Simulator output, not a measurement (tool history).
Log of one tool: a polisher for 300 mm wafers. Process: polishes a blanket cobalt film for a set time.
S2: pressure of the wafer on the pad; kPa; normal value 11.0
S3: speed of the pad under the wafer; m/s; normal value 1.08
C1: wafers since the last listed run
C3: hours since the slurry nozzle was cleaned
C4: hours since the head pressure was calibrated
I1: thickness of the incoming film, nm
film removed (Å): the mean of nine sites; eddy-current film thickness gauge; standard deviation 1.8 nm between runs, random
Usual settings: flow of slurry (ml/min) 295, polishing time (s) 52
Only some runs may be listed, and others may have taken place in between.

Run 1, hour 0.0: usual settings but flow of slurry (ml/min) 255; C1 0; wafers polished on this pad 1014; C3 301.4; C4 351.6; I1 620.0. Result: film removed (Å) 2147.
Run 2, hour 27.8: usual settings; C1 288; wafers polished on this pad 1302; C3 329.2; C4 379.4; I1 616.7. Result: film removed (Å) 2192.
At hour 33.2: worn pad replaced by a new one.
Run 3, hour 51.4: usual settings but S2 13.1 kPa, polishing time (s) 48; C1 203; wafers polished on this pad 189; C3 352.8; C4 403.0; I1 619.2. Result: film removed (Å) 2350.
Run 4, hour 64.6: usual settings but S2 13.1 kPa, polishing time (s) 48; C1 137; wafers polished on this pad 326; C3 366.0; C4 416.2; I1 607.7. Result: film removed (Å) 2387.
Run 5, hour 115.9: usual settings but S2 13.1 kPa, polishing time (s) 48; C1 532; wafers polished on this pad 859; C3 417.3; C4 467.5; I1 626.0. Result: film removed (Å) 2333.
Run 6, hour 132.6: usual settings; C1 173; wafers polished on this pad 1032; C3 434.0; C4 484.2; I1 627.3. Result: film removed (Å) 2136.
At hour 166.4: worn pad replaced by a new one.
Run 7, hour 180.6: usual settings; C1 457; wafers polished on this pad 147; C3 482.0; C4 532.2; I1 619.9. Result: film removed (Å) 2104.
Run 8, hour 215.7: usual settings; C1 364; wafers polished on this pad 512; C3 517.1; C4 567.3; I1 627.4. Result: film removed (Å) 2094.
Run 9, hour 249.2: usual settings; C1 348; wafers polished on this pad 860; C3 550.6; C4 600.8; I1 617.7. Result: film removed (Å) 2068.
Run 10, hour 279.0: usual settings; C1 309; wafers polished on this pad 1170; C3 580.4; C4 630.6; I1 620.2. Result: film removed (Å) 2051.
At hour 285.7: worn pad replaced by a new one.
At hour 299.9: head pressure recalibrated.
Run 11, hour 306.3: usual settings; C1 221; wafers polished on this pad 193; C3 607.7; C4 6.4; I1 615.9. Result: film removed (Å) 2206.
Run 12, hour 379.1: usual settings but flow of slurry (ml/min) 355, S2 9.0 kPa, polishing time (s) 57; C1 756; wafers polished on this pad 949; C3 680.5; C4 79.2; I1 617.3. Result: film removed (Å) 1943.
Run 13, hour 403.6: usual settings but flow of slurry (ml/min) 235, polishing time (s) 62; C1 254; wafers polished on this pad 1204; C3 705.0; C4 103.7; I1 622.9. Result: film removed (Å) 2433.
At hour 412.5: worn pad replaced by a new one.
Run 14, hour 427.7: usual settings but flow of slurry (ml/min) 340, S2 9.0 kPa, polishing time (s) 42; C1 208; wafers polished on this pad 157; C3 729.1; C4 127.8; I1 622.3. Result: film removed (Å) 1391.
Run 15, hour 442.6: usual settings but flow of slurry (ml/min) 340, S2 9.0 kPa, polishing time (s) 42; C1 154; wafers polished on this pad 312; C3 744.0; C4 142.7; I1 625.4. Result: film removed (Å) 1399.
Run 16, hour 465.6: usual settings but flow of slurry (ml/min) 335, S2 9.0 kPa, S3 0.78 m/s, polishing time (s) 66; C1 238; wafers polished on this pad 551; C3 767.0; C4 165.7; I1 608.9. Result: film removed (Å) 1540.
At hour 471.8: slurry nozzle cleaned.
Run 17, hour 493.2: usual settings but polishing time (s) 65; C1 276; wafers polished on this pad 828; C3 21.4; C4 193.3; I1 624.9. Result: film removed (Å) 2763.
At hour 520.7: worn pad replaced by a new one.
Run 18, hour 521.2: usual settings but polishing time (s) 42; C1 249; wafers polished on this pad 5; C3 49.4; C4 221.3; I1 619.7. Result: film removed (Å) 1751.
Run 19, hour 539.5: usual settings but flow of slurry (ml/min) 225, S3 0.84 m/s, polishing time (s) 47; C1 190; wafers polished on this pad 195; C3 67.7; C4 239.6; I1 629.9. Result: film removed (Å) 1499.
Run 20, hour 568.6: usual settings; C1 302; wafers polished on this pad 497; C3 96.8; C4 268.7; I1 618.2. Result: film removed (Å) 2150.
Run 21, hour 586.1: usual settings but flow of slurry (ml/min) 225, S2 13.8 kPa; C1 181; wafers polished on this pad 679; C3 114.3; C4 286.2; I1 614.1. Result: film removed (Å) 2632.
Run 22, hour 613.7: usual settings; C1 286; wafers polished on this pad 966; C3 141.9; C4 313.8; I1 620.3. Result: film removed (Å) 2148.

Each row is a separate what-if for the run after 22, all from the same tool condition, not one after another. Results?
Run A, hour 614.1: usual settings but S3 0.84 m/s; C1 4; wafers polished on this pad 970; C3 142.3; C4 314.2; I1 610.4. Result: film removed (Å) ?.
Run B, hour 614.1: usual settings but flow of slurry (ml/min) 270, S2 8.3 kPa, polishing time (s) 38; C1 4; wafers polished on this pad 970; C3 142.3; C4 314.2; I1 610.4. Result: film removed (Å) ?.
Run C, hour 614.1: usual settings but flow of slurry (ml/min) 380; C1 4; wafers polished on this pad 970; C3 142.3; C4 314.2; I1 610.4. Result: film removed (Å) ?.
Run D, hour 614.1: usual settings but flow of slurry (ml/min) 220, polishing time (s) 65; C1 4; wafers polished on this pad 970; C3 142.3; C4 314.2; I1 610.4. Result: film removed (Å) ?.
Run E, hour 614.1: usual settings but flow of slurry (ml/min) 255, polishing time (s) 65; C1 4; wafers polished on this pad 970; C3 142.3; C4 314.2; I1 610.4. Result: film removed (Å) ?.

run  film removed (Å)
  A              1664
  B              1165
  C              2177
  D              2611
  E              2644
The same runs, with their run-to-run variation unchanged, on a tool lacking any hidden condition would have given:
run  film removed (Å)
  A              1774
  B              1242
  C              2321
  D              2786
  E              2820
